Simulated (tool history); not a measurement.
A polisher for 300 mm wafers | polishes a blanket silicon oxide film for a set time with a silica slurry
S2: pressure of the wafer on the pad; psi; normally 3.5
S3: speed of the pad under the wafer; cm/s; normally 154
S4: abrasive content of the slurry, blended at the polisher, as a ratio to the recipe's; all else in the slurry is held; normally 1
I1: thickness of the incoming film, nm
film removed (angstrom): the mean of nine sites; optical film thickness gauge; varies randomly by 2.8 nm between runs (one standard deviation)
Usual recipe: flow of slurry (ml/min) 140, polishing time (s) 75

run 1 hour=0 | flow_of_slurry_(ml/min)=140 S2=3.5 S3=154 S4=1 polishing_time_(s)=75 | I1=1134.3 | film_removed_(angstrom)=2162
run 2 hour=57.8 | flow_of_slurry_(ml/min)=140 S2=3.5 S3=154 S4=1 polishing_time_(s)=75 | I1=1130.2 | film_removed_(angstrom)=2074
-- hour=113.5 slurry blender recalibrated
-- hour=115.4 conditioning disc replaced and pad reconditioned
run 3 hour=123 | flow_of_slurry_(ml/min)=140 S2=3.5 S3=154 S4=1 polishing_time_(s)=75 | I1=1108.8 | film_removed_(angstrom)=2182
-- hour=134.9 worn pad replaced by a new one
run 4 hour=172.4 | flow_of_slurry_(ml/min)=140 S2=3.5 S3=154 S4=1 polishing_time_(s)=75 | I1=1137.5 | film_removed_(angstrom)=2128
run 5 hour=237.4 | flow_of_slurry_(ml/min)=140 S2=3.5 S3=154 S4=1 polishing_time_(s)=59 | I1=1115.4 | film_removed_(angstrom)=1652
run 6 hour=272.5 | flow_of_slurry_(ml/min)=140 S2=3.5 S3=154 S4=1 polishing_time_(s)=59 | I1=1100.5 | film_removed_(angstrom)=1649
run 7 hour=308.4 | flow_of_slurry_(ml/min)=140 S2=3.5 S3=154 S4=1 polishing_time_(s)=75 | I1=1121 | film_removed_(angstrom)=2019
-- hour=346.3 conditioning disc replaced and pad reconditioned
-- hour=356.5 slurry blender recalibrated
run 8 hour=362.7 | flow_of_slurry_(ml/min)=140 S2=3.5 S3=154 S4=1 polishing_time_(s)=75 | I1=1121.7 | film_removed_(angstrom)=2146
-- hour=370.2 worn pad replaced by a new one
run 9 hour=391.4 | flow_of_slurry_(ml/min)=140 S2=3.5 S3=154 S4=1 polishing_time_(s)=75 | I1=1133 | film_removed_(angstrom)=2143
run 10 hour=424.5 | flow_of_slurry_(ml/min)=140 S2=3.5 S3=154 S4=1.15 polishing_time_(s)=75 | I1=1139.2 | film_removed_(angstrom)=2325
run 11 hour=475.4 | flow_of_slurry_(ml/min)=140 S2=3.5 S3=154 S4=1 polishing_time_(s)=75 | I1=1105.3 | film_removed_(angstrom)=2074
-- hour=516.8 slurry nozzle cleaned
run 12 hour=518.8 | flow_of_slurry_(ml/min)=140 S2=3.5 S3=154 S4=0.75 polishing_time_(s)=75 | I1=1137.2 | film_removed_(angstrom)=1590
-- hour=546.1 slurry blender recalibrated
-- hour=568.1 worn pad replaced by a new one
run 13 hour=574.6 | flow_of_slurry_(ml/min)=140 S2=3.5 S3=154 S4=1 polishing_time_(s)=58 | I1=1119.9 | film_removed_(angstrom)=1527
-- hour=587.2 conditioning disc replaced and pad reconditioned
run 14 hour=621.3 | flow_of_slurry_(ml/min)=140 S2=3.5 S3=154 S4=1 polishing_time_(s)=75 | I1=1132.1 | film_removed_(angstrom)=2148
run 15 hour=645.5 | flow_of_slurry_(ml/min)=140 S2=3.5 S3=154 S4=1 polishing_time_(s)=75 | I1=1134.7 | film_removed_(angstrom)=2166
run 16 hour=704.2 | flow_of_slurry_(ml/min)=160 S2=3.5 S3=104 S4=1.1 polishing_time_(s)=75 | I1=1111.3 | film_removed_(angstrom)=1823
-- hour=784.7 slurry blender recalibrated
-- hour=798.7 worn pad replaced by a new one
-- hour=832 conditioning disc replaced and pad reconditioned
-- hour=838.3 head pressure recalibrated
run 17 hour=919.6 | flow_of_slurry_(ml/min)=115 S2=2.5 S3=204 S4=1 polishing_time_(s)=75 | I1=1136 | film_removed_(angstrom)=1765
run 18 hour=951.2 | flow_of_slurry_(ml/min)=140 S2=3.5 S3=154 S4=1 polishing_time_(s)=84 | I1=1111.3 | film_removed_(angstrom)=2376
-- hour=1009.9 worn pad replaced by a new one
run 19 hour=1016.6 | flow_of_slurry_(ml/min)=155 S2=2.5 S3=110 S4=1 polishing_time_(s)=75 | I1=1114.2 | film_removed_(angstrom)=1240
-- hour=1027.2 slurry blender recalibrated
-- hour=1068.5 conditioning disc replaced and pad reconditioned
run 20 hour=1069 | flow_of_slurry_(ml/min)=115 S2=3.5 S3=154 S4=1 polishing_time_(s)=75 | I1=1133.3 | film_removed_(angstrom)=2071

Difference, measured minus no-hidden-state, one row per run. Run-to-run variation is common to both terms; the gauge's own scatter need not be:
Unlogged tool condition in this case: removal rate lost through wear of the pad, %; slurry flow missing at the pad, %; deviation of the head's pressure from its setpoint, %; abrasive missing from the slurry, %; time polished since the conditioner stopped cutting, s.
run=1 film_removed_(angstrom)=-47
run=2 film_removed_(angstrom)=-95
run=3 film_removed_(angstrom)=-24
run=4 film_removed_(angstrom)=-36
run=5 film_removed_(angstrom)=-64
run=6 film_removed_(angstrom)=-92
run=7 film_removed_(angstrom)=-158
run=8 film_removed_(angstrom)=-35
run=9 film_removed_(angstrom)=-42
run=10 film_removed_(angstrom)=-63
run=11 film_removed_(angstrom)=-96
run=12 film_removed_(angstrom)=-110
run=13 film_removed_(angstrom)=-165
run=14 film_removed_(angstrom)=-39
run=15 film_removed_(angstrom)=-48
run=16 film_removed_(angstrom)=-57
run=17 film_removed_(angstrom)=-24
run=18 film_removed_(angstrom)=-64
run=19 film_removed_(angstrom)=-46
run=20 film_removed_(angstrom)=+0

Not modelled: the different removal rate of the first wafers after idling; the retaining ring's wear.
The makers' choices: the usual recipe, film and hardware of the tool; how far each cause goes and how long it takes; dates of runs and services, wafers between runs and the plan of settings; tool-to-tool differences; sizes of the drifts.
